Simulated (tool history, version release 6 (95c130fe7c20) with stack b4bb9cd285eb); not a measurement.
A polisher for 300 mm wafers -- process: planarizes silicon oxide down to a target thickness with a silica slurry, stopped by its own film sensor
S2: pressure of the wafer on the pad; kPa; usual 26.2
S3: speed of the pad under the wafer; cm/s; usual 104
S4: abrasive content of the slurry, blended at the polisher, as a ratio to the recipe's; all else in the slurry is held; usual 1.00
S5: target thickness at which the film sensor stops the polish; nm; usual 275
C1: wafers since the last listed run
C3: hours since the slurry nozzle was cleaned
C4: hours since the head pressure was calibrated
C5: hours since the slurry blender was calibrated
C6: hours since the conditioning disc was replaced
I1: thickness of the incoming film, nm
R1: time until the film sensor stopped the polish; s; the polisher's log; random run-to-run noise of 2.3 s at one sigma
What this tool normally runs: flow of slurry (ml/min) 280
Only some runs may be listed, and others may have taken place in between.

Run 1, day 0.000: usual settings but S4 0.90; C1 0; wafers polished on this pad 1131; C3 713.8; C4 299.7; C5 201.1; C6 179.6; I1 638.7. Result: R1 159.0 s.
At day 1.612: worn pad replaced by a new one.
At day 1.804: slurry blender recalibrated.
At day 1.871: slurry nozzle cleaned.
Run 2, day 3.133: usual settings; C1 413; wafers polished on this pad 203; C3 30.3; C4 374.9; C5 31.9; C6 254.8; I1 650.5. Result: R1 144.5 s.
Run 3, day 7.158: usual settings; C1 586; wafers polished on this pad 789; C3 126.9; C4 471.5; C5 128.5; C6 351.4; I1 642.4. Result: R1 142.3 s.
Run 4, day 8.821: usual settings; C1 242; wafers polished on this pad 1031; C3 166.8; C4 511.4; C5 168.4; C6 391.3; I1 643.7. Result: R1 146.0 s.
At day 10.725: slurry blender recalibrated.
At day 11.004: conditioning disc replaced and pad reconditioned.
Run 5, day 11.046: usual settings; C1 299; wafers polished on this pad 1331; C3 220.2; C4 564.8; C5 7.7; C6 1.0; I1 640.7. Result: R1 153.1 s.
At day 12.996: worn pad replaced by a new one.
Run 6, day 13.158: usual settings; C1 283; wafers polished on this pad 23; C3 270.9; C4 615.5; C5 58.4; C6 51.7; I1 640.7. Result: R1 139.5 s.
Run 7, day 17.588: usual settings; C1 645; wafers polished on this pad 668; C3 377.2; C4 721.8; C5 164.7; C6 158.0; I1 645.0. Result: R1 144.2 s.
Run 8, day 20.000: usual settings; C1 351; wafers polished on this pad 1020; C3 435.1; C4 779.7; C5 222.6; C6 215.9; I1 633.0. Result: R1 140.9 s.
At day 21.883: slurry blender recalibrated.
Run 9, day 23.262: usual settings but flow of slurry (ml/min) 240, S5 309 nm; C1 463; wafers polished on this pad 1483; C3 513.4; C4 858.0; C5 33.1; C6 294.2; I1 637.1. Result: R1 139.6 s.
At day 23.992: worn pad replaced by a new one.
Run 10, day 26.762: usual settings but flow of slurry (ml/min) 330, S3 74 cm/s, S4 1.25, S5 222 nm; C1 485; wafers polished on this pad 403; C3 597.4; C4 942.0; C5 117.1; C6 378.2; I1 638.1. Result: R1 179.6 s.
At day 27.421: head pressure recalibrated.
At day 28.583: conditioning disc replaced and pad reconditioned.
Run 11, day 30.367: usual settings but S2 21.4 kPa, S3 138 cm/s, S5 242 nm; C1 500; wafers polished on this pad 904; C3 683.9; C4 70.7; C5 203.6; C6 42.8; I1 639.6. Result: R1 148.0 s.
At day 31.496: slurry nozzle cleaned.
At day 32.571: slurry blender recalibrated.
Run 12, day 32.650: usual settings but flow of slurry (ml/min) 255; C1 314; wafers polished on this pad 1218; C3 27.7; C4 125.5; C5 1.9; C6 97.6; I1 637.3. Result: R1 151.1 s.
At day 35.092: worn pad replaced by a new one.
Run 13, day 36.054: usual settings but flow of slurry (ml/min) 255; C1 471; wafers polished on this pad 140; C3 109.4; C4 207.2; C5 83.6; C6 179.3; I1 641.0. Result: R1 142.0 s.
Run 14, day 39.167: usual settings; C1 453; wafers polished on this pad 593; C3 184.1; C4 281.9; C5 158.3; C6 254.0; I1 654.6. Result: R1 150.8 s.
Run 15, day 42.871: usual settings but S3 138 cm/s; C1 539; wafers polished on this pad 1133; C3 273.0; C4 370.8; C5 247.2; C6 342.9; I1 644.0. Result: R1 119.4 s.
At day 43.850: slurry blender recalibrated.
Run 16, day 45.371: usual settings; C1 352; wafers polished on this pad 1485; C3 333.0; C4 430.8; C5 36.5; C6 402.9; I1 626.0. Result: R1 146.0 s.
At day 46.146: worn pad replaced by a new one.
At day 48.275: conditioning disc replaced and pad reconditioned.
Run 17, day 49.825: usual settings but S4 1.20; C1 612; wafers polished on this pad 523; C3 439.9; C4 537.7; C5 143.4; C6 37.2; I1 651.8. Result: R1 137.5 s.

4 ways to go on from here, each from the tool as it stands after run 17. What would each give?
Run A, day 49.846: usual settings; C1 3; wafers polished on this pad 526; C3 440.4; C4 538.2; C5 143.9; C6 37.7; I1 628.0. Result: R1 ?.
Run B, day 49.846: usual settings but S4 0.75, S5 201 nm; C1 3; wafers polished on this pad 526; C3 440.4; C4 538.2; C5 143.9; C6 37.7; I1 628.0. Result: R1 ?.
Run C, day 49.846: usual settings but S2 19.3 kPa, S3 138 cm/s, S5 172 nm; C1 3; wafers polished on this pad 526; C3 440.4; C4 538.2; C5 143.9; C6 37.7; I1 628.0. Result: R1 ?.
Run D, day 49.846: usual settings but S2 31.0 kPa; C1 3; wafers polished on this pad 526; C3 440.4; C4 538.2; C5 143.9; C6 37.7; I1 628.0. Result: R1 ?.

run     R1
  A  135.0
  B  190.3
  C  169.9
  D  120.5
The same runs, with their run-to-run variation unchanged, on a tool lacking any hidden condition would have given:
run     R1
  A  143.1
  B  201.6
  C  180.0
  D  127.7
